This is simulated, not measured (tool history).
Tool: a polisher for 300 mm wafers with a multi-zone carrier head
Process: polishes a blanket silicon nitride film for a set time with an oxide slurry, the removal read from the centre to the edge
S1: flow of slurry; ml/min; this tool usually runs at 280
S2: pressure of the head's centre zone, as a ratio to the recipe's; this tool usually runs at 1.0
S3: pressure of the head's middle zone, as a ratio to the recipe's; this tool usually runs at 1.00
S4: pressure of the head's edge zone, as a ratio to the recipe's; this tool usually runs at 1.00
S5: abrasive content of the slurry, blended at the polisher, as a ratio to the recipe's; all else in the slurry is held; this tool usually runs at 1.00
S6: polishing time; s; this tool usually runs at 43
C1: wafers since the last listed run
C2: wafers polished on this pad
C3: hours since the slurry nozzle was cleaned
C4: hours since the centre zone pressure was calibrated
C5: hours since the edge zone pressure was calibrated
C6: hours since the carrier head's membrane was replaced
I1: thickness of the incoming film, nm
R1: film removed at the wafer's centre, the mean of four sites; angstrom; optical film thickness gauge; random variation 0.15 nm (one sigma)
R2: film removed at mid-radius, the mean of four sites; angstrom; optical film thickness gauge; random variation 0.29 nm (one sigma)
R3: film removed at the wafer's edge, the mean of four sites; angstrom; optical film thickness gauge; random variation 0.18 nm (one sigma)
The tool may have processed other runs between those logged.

run	hour	S1	S2	S3	S4	S5	S6	C1	C2	C3	C4	C5	C6	I1	R1	R2	R3
1	0.0	280	1.0	1.03	0.91	1.00	43	0	650	21.0	99.0	535.2	829.4	479.1	218	218	219
2	54.3	280	1.0	1.00	1.00	1.00	36	405	1056	75.3	153.3	589.5	883.7	468.2	182	177	190
3	112.9	280	1.0	1.00	1.00	1.00	36	437	1494	133.9	211.9	648.1	942.3	471.4	181	176	190
# hour 168.2: slurry nozzle cleaned, repeated, since the last time left the tool worse
4	182.0	280	1.0	1.00	1.00	1.00	36	508	2003	13.8	281.0	717.2	1011.4	468.3	204	197	205
# hour 212.7: worn pad replaced by a new one
5	213.2	280	1.0	1.00	1.00	1.00	43	203	3	45.0	312.2	748.4	1042.6	476.2	245	236	249
6	247.9	280	1.0	0.95	1.00	1.00	43	259	263	79.7	346.9	783.1	1077.3	463.5	244	225	249
# hour 273.2: edge zone pressure recalibrated
7	278.0	280	1.0	0.95	1.00	1.00	43	210	473	109.8	377.0	4.8	1107.4	459.7	243	222	248
8	459.2	280	1.1	1.00	1.00	1.00	43	1354	1827	291.0	558.2	186.0	1288.6	468.2	261	231	239
# hour 474.1: slurry nozzle cleaned
9	489.6	280	1.0	1.03	0.91	1.00	43	219	2047	15.5	588.6	216.4	1319.0	470.9	245	242	238
# hour 516.6: carrier head's membrane replaced by a new one
# hour 519.1: worn pad replaced by a new one
10	548.0	280	1.0	1.00	1.10	1.00	38	380	215	73.9	647.0	274.8	31.4	464.9	216	211	226
11	584.4	280	1.0	1.00	1.00	0.85	43	272	487	110.3	683.4	311.2	67.8	470.9	227	222	228

For run 12, what comes out?
12	629.2	280	1.0	1.00	0.93	1.25	50	334	822	155.1	728.2	356.0	112.6	468.0	?	?	?

R1: 312 angstrom
R2: 301 angstrom
R3: 307 angstrom
Had the tool carried no hidden state, the very same run would have given R1 315 angstrom, R2 303 angstrom, R3 309 angstrom.
